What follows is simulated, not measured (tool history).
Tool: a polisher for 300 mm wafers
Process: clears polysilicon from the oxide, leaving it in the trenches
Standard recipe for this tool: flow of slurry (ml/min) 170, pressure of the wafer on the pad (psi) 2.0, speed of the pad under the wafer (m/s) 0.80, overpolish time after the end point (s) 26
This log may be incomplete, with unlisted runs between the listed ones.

run	hour	flow of slurry (ml/min)	pressure of the wafer on the pad (psi)	speed of the pad under the wafer (m/s)	overpolish time after the end point (s)	wafers since the last listed run	wafers polished on this pad	hours since the slurry nozzle was cleaned	hours since the head pressure was calibrated	incoming thickness of the incoming film, nm	time until the end point was called (s)
1	0.0	170	2.0	0.80	26	0	1235	337.0	528.8	395.9	38.6
2	87.4	170	2.0	0.80	26	874	2110	424.4	616.2	388.7	37.0
3	176.4	170	1.8	0.80	26	890	3001	513.4	705.2	392.8	42.2
# hour 227.3: worn pad replaced by a new one
4	231.0	170	2.0	0.80	26	506	37	568.0	759.8	387.9	36.6
5	280.3	170	2.0	0.80	26	493	530	617.3	809.1	392.7	38.4
# hour 350.7: head pressure recalibrated
6	351.2	170	2.0	0.80	26	689	1220	688.2	0.5	394.1	48.4
# hour 364.4: slurry nozzle cleaned
7	389.2	135	1.7	0.80	26	370	1590	24.8	38.5	391.8	59.2
8	482.8	135	1.7	0.80	26	936	2527	118.4	132.1	384.7	56.1
9	535.1	135	1.7	0.80	26	523	3050	170.7	184.4	395.1	56.3
# hour 597.1: worn pad replaced by a new one
# hour 631.2: head pressure recalibrated, repeated, since the last time left the tool worse
10	640.0	170	2.0	0.52	26	989	409	275.6	8.8	392.8	60.0
11	676.4	170	2.0	0.80	26	364	773	312.0	45.2	393.4	39.6
12	959.0	170	2.0	1.02	26	2828	3601	594.6	327.8	397.8	32.0
# hour 970.1: worn pad replaced by a new one
13	1018.9	170	2.0	0.80	26	559	487	654.5	387.7	390.5	38.8
14	1074.1	130	2.0	0.80	20	552	1040	709.7	442.9	385.9	39.9
# hour 1108.1: slurry nozzle cleaned
15	1133.5	170	1.7	0.72	17	584	1624	25.4	502.3	387.5	49.0
16	1184.6	170	2.0	0.80	26	511	2136	76.5	553.4	390.9	38.5
17	1279.9	170	2.0	0.60	26	953	3090	171.8	648.7	386.8	48.6
# hour 1320.0: worn pad replaced by a new one
18	1547.9	170	2.0	0.80	26	2642	2281	439.8	916.7	389.9	38.5
# hour 1593.0: head pressure recalibrated
19	1650.5	170	2.0	0.88	16	1006	3287	542.4	57.5	393.7	37.6

Here are 5 independent what-if runs from the current tool condition. What would each one return?
A	1650.9	170	2.0	0.80	26	4	3291	542.8	57.9	386.1	?
B	1650.9	225	2.5	0.92	42	4	3291	542.8	57.9	386.1	?
C	1650.9	135	2.0	0.80	26	4	3291	542.8	57.9	386.1	?
D	1650.9	135	2.0	0.80	14	4	3291	542.8	57.9	386.1	?
E	1650.9	155	2.0	0.80	18	4	3291	542.8	57.9	386.1	?

run	time until the end point was called (s)
A	39.2
B	26.7
C	40.5
D	40.5
E	39.7
Without the tool's unlogged condition, the same runs would have read:
run	time until the end point was called (s)
A	39.7
B	27.1
C	41.1
D	41.1
E	40.2
